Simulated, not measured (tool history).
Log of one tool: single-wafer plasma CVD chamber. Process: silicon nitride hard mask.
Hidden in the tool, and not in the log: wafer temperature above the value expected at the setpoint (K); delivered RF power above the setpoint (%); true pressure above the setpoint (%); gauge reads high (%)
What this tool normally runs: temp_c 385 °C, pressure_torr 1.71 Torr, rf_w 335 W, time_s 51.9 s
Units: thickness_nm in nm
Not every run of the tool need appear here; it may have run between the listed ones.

run	hour	temp_c	pressure_torr	rf_w	time_s	wafers since the last listed run	hours since the last thermocouple change	hours since the last RF generator calibration	hours since the last manometer calibration	hours since the showerhead was replaced	hours since the gauge calibration	read-back reference wafer on the same gauge, thickness_nm	thickness_nm
1	0	385	1.71	335	51.9	0	117.3	865.4	2380.2	3235.1	528.6	71.775	67.91
# hour 28.3: RF generator calibrated
2	50.6	385	1.71	335	51.9	950	167.9	22.3	2430.8	3285.7	579.2	71.711	68.221
3	76.1	385	1.71	335	51.9	569	193.4	47.8	2456.3	3311.2	604.7	71.757	68.302
4	136.4	385	1.71	335	51.9	1345	253.7	108.1	2516.6	3371.5	665	71.698	68.186
5	208	385	1.71	335	43.7	1597	325.3	179.7	2588.2	3443.1	736.6	71.638	57.05
6	269.3	385	1.71	335	43.7	1368	386.6	241	2649.5	3504.4	797.9	71.573	57.33
7	321.1	385	1.71	335	51.9	1156	438.4	292.8	2701.3	3556.2	849.7	71.585	67.983
# hour 370.3: capacitance manometer re-zeroed and calibrated
8	388.1	385	1.71	335	51.9	1316	505.4	359.8	17.8	3623.2	916.7	71.53	68.085
9	424.9	385	1.71	335	51.9	821	542.2	396.6	54.6	3660	953.5	71.484	68.285
10	460.3	385	1.71	335	51.9	790	577.6	432	90	3695.4	988.9	71.453	68.067
11	512.5	385	1.71	335	51.9	1165	629.8	484.2	142.2	3747.6	1041.1	71.373	67.631
12	548.3	392	1.4	270	59.7	798	665.6	520	178	3783.4	1076.9	71.346	67.314
# hour 686.3: thermocouple changed; heater temperature recalibrated
13	762.2	391	1.53	310	51.9	4595	75.9	733.9	391.9	3997.3	1290.8	71.079	63.369
14	789.5	385	1.71	335	51.9	609	103.2	761.2	419.2	4024.6	1318.1	70.998	67.409
15	869.1	370	1.94	355	58.2	1776	182.8	840.8	498.8	4104.2	1397.7	70.899	80.764
16	936.4	392	1.71	305	42.7	1502	250.1	908.1	566.1	4171.5	1465	70.81	52.821
17	989.9	373	1.83	315	60	1194	303.6	961.6	619.6	4225	1518.5	70.785	76.842
# hour 1004.2: gauge calibrated
18	1039.6	390	1.71	335	45.8	1109	353.3	1011.3	669.3	4274.7	35.4	72.075	60.441
# hour 1072.8: RF generator calibrated
# hour 1081.8: showerhead replaced
19	1096.3	380	1.98	335	51.9	908	410	23.5	726	14.5	92.1	72.058	70.884
20	1155.1	385	1.46	270	51.9	1312	468.8	82.3	784.8	73.3	150.9	72.04	59.789
21	1212.9	381	2.07	335	59.7	1289	526.6	140.1	842.6	131.1	208.7	72.073	82.261
22	1272.7	385	1.71	335	44.3	1334	586.4	199.9	902.4	190.9	268.5	72.009	58.262
23	1311	385	1.71	335	51.9	854	624.7	238.2	940.7	229.2	306.8	71.987	68.587
24	1354	385	1.71	335	51.9	959	667.7	281.2	983.7	272.2	349.8	71.985	68.618
25	1378.6	385	1.71	335	51.9	549	692.3	305.8	1008.3	296.8	374.4	72.002	68.784
26	1443.8	385	1.47	290	45.7	1455	757.5	371	1073.5	362	439.6	71.978	54.552
27	1482.7	385	1.71	315	51.9	868	796.4	409.9	1112.4	400.9	478.5	71.941	66.352
# hour 1520.7: thermocouple changed; heater temperature recalibrated
28	1546.6	385	1.71	335	41.6	1247	25.9	473.8	1176.3	464.8	542.4	71.89	54.872

Predict each of these 4 candidate next runs independently; none follows another, all start after run 28:
A	1547	385	1.71	335	51.9	8	26.3	474.2	1176.7	465.2	542.8	?	?
B	1547	394	2.11	335	43.8	8	26.3	474.2	1176.7	465.2	542.8	?	?
C	1547	385	1.71	335	44.8	8	26.3	474.2	1176.7	465.2	542.8	?	?
D	1547	385	2.11	300	51.9	8	26.3	474.2	1176.7	465.2	542.8	?	?

run	read-back reference wafer on the same gauge, thickness_nm	thickness_nm
A	71.907	68.809
B	71.907	60.55
C	71.907	59.413
D	71.907	68.368
Stripped of hidden state, with their random variation kept, the same runs would have yielded:
run	thickness_nm
A	68.895
B	60.626
C	59.487
D	68.454
